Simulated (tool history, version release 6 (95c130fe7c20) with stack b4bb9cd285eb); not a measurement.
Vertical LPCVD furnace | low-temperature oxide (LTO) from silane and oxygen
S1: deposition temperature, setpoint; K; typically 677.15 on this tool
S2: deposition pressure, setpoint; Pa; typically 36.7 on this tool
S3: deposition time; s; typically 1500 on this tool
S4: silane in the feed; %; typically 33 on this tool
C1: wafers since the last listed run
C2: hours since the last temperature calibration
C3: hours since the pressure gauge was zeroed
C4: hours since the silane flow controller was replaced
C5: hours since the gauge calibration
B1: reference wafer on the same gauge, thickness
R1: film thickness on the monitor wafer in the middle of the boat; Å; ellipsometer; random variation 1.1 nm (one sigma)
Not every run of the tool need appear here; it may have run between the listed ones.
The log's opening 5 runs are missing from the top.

run,hour,S1,S2,S3,S4,C1,C2,C3,C4,C5,B1,R1
6,369.8,677.15,40.7,1500,33,2661,2739.4,955.8,2259.6,2231.7,212.61,2650.5
7,411.1,677.15,36.7,1500,33,1023,2780.7,997.1,2300.9,2273,213.38,2420.8
8,474.6,672.15,46,1500,27,1573,2844.2,1060.6,2364.4,2336.5,212.68,2117.4
9,564,677.15,36.7,1500,29,2215,2933.6,1150,2453.8,2425.9,213.19,2000.7
10,649.6,677.15,36.7,1500,33,2121,3019.2,1235.6,2539.4,2511.5,212.89,2398.3
11,754.9,677.15,36.7,1500,28,2609,3124.5,1340.9,2644.7,2616.8,213.25,1905.1
12,798.6,688.15,44,2010,28,1082,3168.2,1384.6,2688.4,2660.5,213.25,3443.2
13,884.9,677.15,29.3,1500,27,2138,3254.5,1470.9,2774.7,2746.8,212.78,1440.8
14,957.7,668.15,36.7,1500,33,1804,3327.3,1543.7,2847.5,2819.6,212.96,2177.3
# hour 1011.3: pressure gauge zeroed
15,1011.8,672.15,46,1500,27,745,3381.4,0.5,2901.6,2873.7,212.72,2112.6
16,1095.4,667.15,36.7,1500,36,2071,3465,84.1,2985.2,2957.3,213.32,2422.3
# hour 1141.4: gauge calibrated
# hour 1148.4: thermocouples replaced and temperature profile calibrated
17,1171.3,686.15,36.7,1500,38,1286,22.9,160,3061.1,29.9,212.94,3182.5
# hour 1205.3: silane flow controller replaced
18,1272.1,684.15,36.7,1500,33,1903,123.7,260.8,66.8,130.7,213.35,2589.8
19,1365,681.15,28.7,1500,31,2302,216.6,353.7,159.7,223.6,213.07,1783
20,1426.2,677.15,43.3,1500,39,1516,277.8,414.9,220.9,284.8,213,3532.6
21,1519.3,677.15,36.7,1770,33,2307,370.9,508,314,377.9,213.01,2844.3
22,1586.9,686.15,30.7,1830,30,1675,438.5,575.6,381.6,445.5,213,2376.7
23,1670.8,677.15,36.7,1500,33,2079,522.4,659.5,465.5,529.4,213.06,2414
24,1764.9,677.15,36.7,1500,36,2331,616.5,753.6,559.6,623.5,213.58,2680.8
25,2056.9,683.15,36.7,1500,33,7236,908.5,1045.6,851.6,915.5,212.98,2582.1
26,2111,677.15,36.7,1500,38,1340,962.6,1099.7,905.7,969.6,212.73,2881.7
27,2187.8,677.15,36.7,1290,33,1903,1039.4,1176.5,982.5,1046.4,213.18,2074.2
28,2229.4,677.15,40.7,1980,33,1030,1081,1218.1,1024.1,1088,212.89,3551.3
29,2279.7,665.15,36.7,1500,30,1246,1131.3,1268.4,1074.4,1138.3,213.07,1821.4
30,2322,670.15,36.7,1500,38,1048,1173.6,1310.7,1116.7,1180.6,212.95,2664.7

Consider 5 possible next runs. They are alternatives, not a sequence: every one starts from the tool as it was left by run 30. What does each give?
A,2325.7,677.15,36.7,1500,33,91,1177.3,1314.4,1120.4,1184.3,?,?
B,2325.7,671.15,36.7,1230,28,91,1177.3,1314.4,1120.4,1184.3,?,?
C,2325.7,667.15,33.3,1260,35,91,1177.3,1314.4,1120.4,1184.3,?,?
D,2325.7,670.15,36.7,1140,33,91,1177.3,1314.4,1120.4,1184.3,?,?
E,2325.7,677.15,36.7,1830,33,91,1177.3,1314.4,1120.4,1184.3,?,?

run,B1,R1
A,212.96,2402.3
B,212.96,1446.4
C,212.96,1770.3
D,212.96,1683.2
E,212.96,2930.8
Stripped of hidden state, with their random variation kept, the same runs would have yielded:
run,R1
A,2402.3
B,1446.4
C,1770.3
D,1683.2
E,2930.8
